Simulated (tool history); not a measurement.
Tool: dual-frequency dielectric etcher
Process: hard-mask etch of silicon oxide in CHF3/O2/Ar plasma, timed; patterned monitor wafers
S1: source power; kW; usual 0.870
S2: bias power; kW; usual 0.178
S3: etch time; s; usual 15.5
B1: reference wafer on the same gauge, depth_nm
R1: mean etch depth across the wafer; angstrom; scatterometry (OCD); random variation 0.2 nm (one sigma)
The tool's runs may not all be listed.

run	hour	S1	S2	S3	B1	R1
1	0.0	0.870	0.178	15.5	33.90	350.3
2	31.0	0.870	0.178	15.5	33.90	348.7
3	42.7	0.870	0.178	15.5	33.87	348.2
4	59.3	0.870	0.178	15.5	33.91	345.3
5	75.2	0.870	0.178	15.5	33.91	348.6
6	112.4	0.870	0.178	15.5	33.83	345.5
7	127.0	0.870	0.178	15.5	33.86	342.0
8	136.2	0.870	0.178	15.5	33.90	345.7
9	149.2	0.870	0.178	15.5	33.87	344.7
10	199.8	0.810	0.178	15.5	33.89	332.6
# hour 210.8: source power generator calibrated
11	216.4	0.870	0.178	15.5	33.87	340.4
12	251.9	0.950	0.178	15.5	33.93	350.8
# hour 279.5: wet clean of the chamber
13	280.0	0.950	0.178	15.5	33.86	377.4
14	280.4	0.870	0.178	15.5	33.85	363.4
15	280.7	0.870	0.213	18.0	33.90	446.4
16	289.3	1.050	0.178	15.5	33.88	386.1
# hour 290.6: gauge calibrated
# hour 319.6: upper electrode replaced
17	320.1	0.870	0.178	15.5	33.90	361.0
18	320.4	0.870	0.140	15.5	33.88	330.9
19	320.7	0.960	0.144	14.5	33.92	325.8
20	338.0	0.870	0.178	15.5	33.93	358.0
# hour 343.8: bias power generator calibrated
21	354.8	0.870	0.178	15.5	33.94	359.2
22	362.5	0.680	0.178	15.5	33.93	326.4
23	369.5	0.870	0.178	15.5	33.94	360.8
24	383.6	1.070	0.158	18.0	33.93	430.0
25	391.9	0.870	0.203	18.5	33.89	448.8
26	406.7	0.670	0.164	15.5	33.84	307.9
27	444.6	1.050	0.178	17.0	33.89	418.1
28	452.5	0.870	0.178	15.5	33.88	355.8
29	462.0	1.030	0.218	15.5	33.85	406.4

Hidden state or all else? Some run-to-run changes of R1, split into what the settings, what came in and random variation would give without the hidden state, and what is left for the hidden state (with any gauge scatter that isn't in both results):
The hidden state here: etch rate over this chamber's usual, %; source power that arrives over what is set, %; bias power that arrives over what is set, %; gauge reads high (%).
Run 12 -> 13: wet clean of the chamber. R1 +26.6 angstrom: hidden state +23.4, all else +3.2.
Run 25 -> 26: S1 0.870 -> 0.670, S2 0.203 -> 0.164, S3 18.5 -> 15.5. R1 -140.9 angstrom: hidden state +0.0, all else -140.9.
Run 26 -> 27: S1 0.670 -> 1.050, S2 0.164 -> 0.178, S3 15.5 -> 17.0. R1 +110.2 angstrom: hidden state -2.3, all else +112.5.

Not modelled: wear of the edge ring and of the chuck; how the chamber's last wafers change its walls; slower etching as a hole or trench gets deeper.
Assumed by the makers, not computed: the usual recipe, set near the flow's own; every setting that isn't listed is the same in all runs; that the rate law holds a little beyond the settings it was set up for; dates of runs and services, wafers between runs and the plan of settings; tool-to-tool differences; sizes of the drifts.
